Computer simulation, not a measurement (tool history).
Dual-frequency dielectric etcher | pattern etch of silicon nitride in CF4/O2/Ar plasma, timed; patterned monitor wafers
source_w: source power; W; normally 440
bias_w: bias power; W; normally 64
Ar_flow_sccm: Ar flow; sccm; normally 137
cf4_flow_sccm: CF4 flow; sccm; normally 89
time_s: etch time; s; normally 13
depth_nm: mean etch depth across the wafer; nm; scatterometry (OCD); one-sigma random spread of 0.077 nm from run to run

run   hour  source_w  bias_w  Ar_flow_sccm  cf4_flow_sccm  time_s  read-back reference wafer on the same gauge, depth_nm  depth_nm
  1      0       440      64           137             98      13                                                  24.81     24.26
      32.1  -- gauge calibrated
      45.6  -- source power generator calibrated
  2   87.9       440      77           137             89    14.5                                                  24.78      30.6
  3  121.7       490      55           137             89      13                                                  24.81     23.99
     129.6  -- Ar flow controller replaced
  4  147.8       500      64           137             89      12                                                  24.79     24.74
  5  166.8       440      64           146            108    15.5                                                  24.81     29.71
  6  179.3       440      64           137             75      13                                                   24.8     23.88
     201.9  -- CF4 flow controller replaced
     216.4  -- upper electrode replaced
  7  216.9       440      64           137            102      13                                                  24.78     24.96
  8  217.2       440      64           137            102      13                                                   24.8     25.06
  9  232.7       370      64           137             89    15.5                                                  24.78     25.66
 10  260.3       440      64           108             89      13                                                  24.83     25.37
 11  278.7       440      64           148             89      13                                                  24.78     24.35
 12  301.1       440      64           137             89      13                                                  24.79     24.59
 13  335.2       480      51           137             99      13                                                   24.8     22.73
     385.9  -- wet clean of the chamber
 14  386.4       440      64           137             89      10                                                  24.81     18.56
 15  386.7       530      72           137            101      12                                                  24.75     28.27
 16  414.4       440      64           137             67      13                                                   24.8     23.28
 17  434.7       390      64           155             89      13                                                  24.79     21.79
 18  455.8       440      64           137             89      13                                                  24.81     24.25
 19  484.5       440      78           137             71      13                                                  24.83     27.08
 20  510.6       400      64           162             89      13                                                  24.82     22.08
 21  537.5       510      64           161            105      13                                                  24.77     27.43

What was the tool's hidden state at every run in the log?
source power that arrives over what is set, %: 0 across all the runs
bias power that arrives over what is set, %: 0 across all the runs
Ar flow that arrives over what is set, %: 0 across all the runs
CF4 flow that arrives over what is set, %: 0 across all the runs
gauge reads high (%): 0 across all the runs
H1: etch rate over this chamber's usual, %
run        H1
  1    -0.194
  2     0.423
  3      0.66
  4     0.843
  5     0.976
  6      1.06
  7      1.33
  8      1.33
  9      1.44
 10      1.63
 11      1.76
 12      1.92
 13      2.16
 14  -0.00833
 15  -0.00622
 16     0.188
 17     0.331
 18     0.479
 19      0.68
 20     0.863
 21      1.05
